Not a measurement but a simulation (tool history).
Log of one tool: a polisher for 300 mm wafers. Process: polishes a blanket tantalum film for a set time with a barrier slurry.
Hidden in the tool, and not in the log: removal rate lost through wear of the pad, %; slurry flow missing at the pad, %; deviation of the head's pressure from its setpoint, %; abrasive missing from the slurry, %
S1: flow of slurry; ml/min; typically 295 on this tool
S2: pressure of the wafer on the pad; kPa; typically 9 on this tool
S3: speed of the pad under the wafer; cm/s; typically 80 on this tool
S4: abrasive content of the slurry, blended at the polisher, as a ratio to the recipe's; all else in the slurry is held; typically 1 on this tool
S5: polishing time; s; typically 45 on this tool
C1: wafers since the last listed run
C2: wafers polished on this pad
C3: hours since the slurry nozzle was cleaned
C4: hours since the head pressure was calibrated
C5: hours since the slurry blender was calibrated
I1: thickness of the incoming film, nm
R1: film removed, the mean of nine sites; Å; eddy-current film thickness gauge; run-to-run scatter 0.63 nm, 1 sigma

run 1 hour=0 | S1=295 S2=9 S3=80 S4=1 S5=45 | C1=0 C2=430 C3=315.3 C4=532 C5=35.2 | I1=280.3 | R1=401
run 2 hour=14 | S1=295 S2=9 S3=80 S4=1 S5=49 | C1=171 C2=601 C3=329.3 C4=546 C5=49.2 | I1=279.1 | R1=422
run 3 hour=26.5 | S1=295 S2=9 S3=80 S4=1 S5=49 | C1=152 C2=754 C3=341.8 C4=558.5 C5=61.7 | I1=274.3 | R1=421
run 4 hour=48.2 | S1=295 S2=9 S3=80 S4=1 S5=49 | C1=265 C2=1020 C3=363.5 C4=580.2 C5=83.4 | I1=285.2 | R1=431
run 5 hour=71.2 | S1=295 S2=9 S3=80 S4=1 S5=45 | C1=281 C2=1302 C3=386.5 C4=603.2 C5=106.4 | I1=280.8 | R1=378
run 6 hour=98 | S1=295 S2=9 S3=80 S4=1 S5=45 | C1=328 C2=1630 C3=413.3 C4=630 C5=133.2 | I1=282.1 | R1=377
run 7 hour=123.1 | S1=295 S2=9 S3=80 S4=1 S5=45 | C1=307 C2=1937 C3=438.4 C4=655.1 C5=158.3 | I1=277.9 | R1=359
run 8 hour=137.5 | S1=295 S2=9 S3=80 S4=1 S5=45 | C1=176 C2=2113 C3=452.8 C4=669.5 C5=172.7 | I1=279.9 | R1=346
-- hour=156.9 worn pad replaced by a new one
run 9 hour=158.1 | S1=295 S2=9 S3=80 S4=1 S5=45 | C1=203 C2=14 C3=473.4 C4=690.1 C5=193.3 | I1=280.7 | R1=383
run 10 hour=183.7 | S1=295 S2=9 S3=80 S4=1 S5=45 | C1=313 C2=327 C3=499 C4=715.7 C5=218.9 | I1=281 | R1=386
run 11 hour=215.2 | S1=295 S2=9 S3=80 S4=1 S5=45 | C1=385 C2=713 C3=530.5 C4=747.2 C5=250.4 | I1=280.4 | R1=378
-- hour=222 slurry nozzle cleaned
run 12 hour=250.6 | S1=245 S2=9 S3=80 S4=1 S5=33 | C1=421 C2=1134 C3=28.6 C4=782.6 C5=285.8 | I1=279.4 | R1=264
run 13 hour=278.1 | S1=245 S2=9 S3=80 S4=1 S5=33 | C1=336 C2=1470 C3=56.1 C4=810.1 C5=313.3 | I1=279.9 | R1=253
run 14 hour=295.7 | S1=295 S2=9 S3=104 S4=1 S5=45 | C1=215 C2=1686 C3=73.7 C4=827.7 C5=330.9 | I1=284.9 | R1=440
run 15 hour=308 | S1=295 S2=6.2 S3=80 S4=1 S5=45 | C1=150 C2=1836 C3=86 C4=840 C5=343.2 | I1=274.5 | R1=246
-- hour=321.4 worn pad replaced by a new one
-- hour=336.1 slurry blender recalibrated
run 16 hour=340.8 | S1=365 S2=11 S3=62 S4=1.25 S5=45 | C1=328 C2=212 C3=118.8 C4=872.8 C5=4.7 | I1=283.6 | R1=421
run 17 hour=364.7 | S1=295 S2=9 S3=80 S4=1 S5=45 | C1=292 C2=505 C3=142.7 C4=896.7 C5=28.6 | I1=279.7 | R1=378
run 18 hour=381.7 | S1=320 S2=10.3 S3=104 S4=1 S5=45 | C1=208 C2=713 C3=159.7 C4=913.7 C5=45.6 | I1=284.3 | R1=519
run 19 hour=404.7 | S1=295 S2=9 S3=80 S4=1 S5=41 | C1=281 C2=995 C3=182.7 C4=936.7 C5=68.6 | I1=275.4 | R1=339
run 20 hour=419.8 | S1=295 S2=7.6 S3=80 S4=1 S5=45 | C1=184 C2=1179 C3=197.8 C4=951.8 C5=83.7 | I1=282.4 | R1=308
run 21 hour=449.9 | S1=330 S2=9 S3=80 S4=1 S5=45 | C1=368 C2=1548 C3=227.9 C4=981.9 C5=113.8 | I1=276 | R1=362
-- hour=453.7 head pressure recalibrated
run 22 hour=470.7 | S1=295 S2=9 S3=96 S4=1 S5=34 | C1=230 C2=1778 C3=248.7 C4=17 C5=134.6 | I1=278 | R1=333
run 23 hour=504 | S1=295 S2=7.6 S3=80 S4=1 S5=45 | C1=407 C2=2186 C3=282 C4=50.3 C5=167.9 | I1=280 | R1=312
-- hour=508.5 worn pad replaced by a new one
run 24 hour=536.8 | S1=390 S2=5.5 S3=106 S4=1 S5=57 | C1=352 C2=345 C3=314.8 C4=83.1 C5=200.7 | I1=281.1 | R1=403
run 25 hour=571.5 | S1=295 S2=9 S3=80 S4=1 S5=45 | C1=424 C2=770 C3=349.5 C4=117.8 C5=235.4 | I1=279.1 | R1=413
run 26 hour=596 | S1=295 S2=9 S3=58 S4=1 S5=45 | C1=299 C2=1070 C3=374 C4=142.3 C5=259.9 | I1=279.9 | R1=328
-- hour=681 worn pad replaced by a new one
-- hour=681.4 slurry nozzle cleaned
-- hour=682.3 slurry blender recalibrated
run 27 hour=694.6 | S1=385 S2=10.3 S3=80 S4=1 S5=37 | C1=1142 C2=150 C3=13.2 C4=240.9 C5=12.3 | I1=281.2 | R1=406
run 28 hour=723 | S1=295 S2=8.3 S3=98 S4=0.85 S5=52 | C1=347 C2=498 C3=41.6 C4=269.3 C5=40.7 | I1=280.3 | R1=474
run 29 hour=738.5 | S1=375 S2=7.6 S3=98 S4=1 S5=37 | C1=189 C2=688 C3=57.1 C4=284.8 C5=56.2 | I1=279 | R1=331
run 30 hour=751.7 | S1=295 S2=8.3 S3=98 S4=0.85 S5=52 | C1=161 C2=849 C3=70.3 C4=298 C5=69.4 | I1=282.2 | R1=469
run 31 hour=773.4 | S1=385 S2=5.5 S3=88 S4=1 S5=45 | C1=265 C2=1115 C3=92 C4=319.7 C5=91.1 | I1=276 | R1=268

Below are 3 alternative next runs, each starting from the tool's condition after run 31. Predict each:
run A hour=773.8 | S1=295 S2=9 S3=80 S4=1 S5=45 | C1=4 C2=1120 C3=92.4 C4=320.1 C5=91.5 | I1=285.4 | R1=?
run B hour=773.8 | S1=295 S2=9 S3=80 S4=0.75 S5=45 | C1=4 C2=1120 C3=92.4 C4=320.1 C5=91.5 | I1=285.4 | R1=?
run C hour=773.8 | S1=345 S2=9 S3=80 S4=1 S5=45 | C1=4 C2=1120 C3=92.4 C4=320.1 C5=91.5 | I1=285.4 | R1=?

run=A R1=395
run=B R1=357
run=C R1=401
With the hidden condition removed and each run's random variation left untouched, the same runs would have given:
run=A R1=427
run=B R1=386
run=C R1=433

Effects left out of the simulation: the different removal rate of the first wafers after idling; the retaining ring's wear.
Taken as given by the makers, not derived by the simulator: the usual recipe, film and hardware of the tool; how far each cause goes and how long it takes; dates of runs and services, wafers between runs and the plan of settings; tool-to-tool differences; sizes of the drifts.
